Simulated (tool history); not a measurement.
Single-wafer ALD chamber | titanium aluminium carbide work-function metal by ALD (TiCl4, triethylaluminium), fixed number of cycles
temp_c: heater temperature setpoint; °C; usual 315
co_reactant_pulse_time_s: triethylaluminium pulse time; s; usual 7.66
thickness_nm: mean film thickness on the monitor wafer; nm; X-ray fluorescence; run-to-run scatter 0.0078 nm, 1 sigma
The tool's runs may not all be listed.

| run | hour | temp_c | co_reactant_pulse_time_s | read-back reference wafer on the same gauge, thickness_nm | thickness_nm |
|---|---|---|---|---|---|
| 1 | 0.0 | 315 | 7.66 | 1.701 | 2.046 |
| 2 | 35.1 | 315 | 7.66 | 1.700 | 2.041 |
| 3 | 106.7 | 315 | 7.66 | 1.701 | 2.043 |
| 4 | 160.5 | 315 | 8.52 | 1.699 | 2.104 |
| 5 | 221.9 | 311 | 7.66 | 1.701 | 2.012 |
| 6 | 248.6 | 315 | 7.66 | 1.698 | 2.034 |
| 7 | 278.3 | 315 | 7.66 | 1.704 | 2.038 |
| 8 | 321.2 | 315 | 7.66 | 1.698 | 2.043 |
| 9 | 376.7 | 321 | 7.66 | 1.700 | 2.089 |
| 10 | 404.0 | 315 | 7.66 | 1.700 | 2.031 |
|  | 416.3 | gauge calibrated |
| 11 | 470.8 | 324 | 9.96 | 1.700 | 2.192 |
|  | 481.8 | thermocouple changed; heater temperature recalibrated |
| 12 | 518.6 | 306 | 6.55 | 1.699 | 1.910 |
|  | 556.9 | showerhead replaced |
| 13 | 567.1 | 308 | 6.09 | 1.700 | 1.887 |
|  | 674.1 | triethylaluminium bottle replaced |
| 14 | 772.2 | 315 | 7.66 | 1.700 | 2.058 |
| 15 | 801.0 | 311 | 10.68 | 1.698 | 2.115 |
| 16 | 834.6 | 301 | 10.58 | 1.700 | 2.045 |
| 17 | 902.4 | 315 | 7.66 | 1.701 | 2.036 |
| 18 | 970.3 | 328 | 5.87 | 1.701 | 1.999 |
|  | 1036.5 | gauge calibrated |
| 19 | 1151.0 | 305 | 6.44 | 1.701 | 1.899 |

Alternative continuations, all from the tool just after run 19; predict every row:
| A | 1151.4 | 315 | 6.58 | ? | ? |
| B | 1151.4 | 300 | 9.33 | ? | ? |
| C | 1151.4 | 329 | 5.72 | ? | ? |
| D | 1151.4 | 315 | 8.85 | ? | ? |

| run | read-back reference wafer on the same gauge, thickness_nm | thickness_nm |
|---|---|---|
| A | 1.698 | 1.967 |
| B | 1.698 | 1.993 |
| C | 1.698 | 1.984 |
| D | 1.698 | 2.091 |
Without the tool's unlogged condition, the same runs would have read:
| run | thickness_nm |
|---|---|
| A | 1.967 |
| B | 1.993 |
| C | 1.984 |
| D | 2.091 |
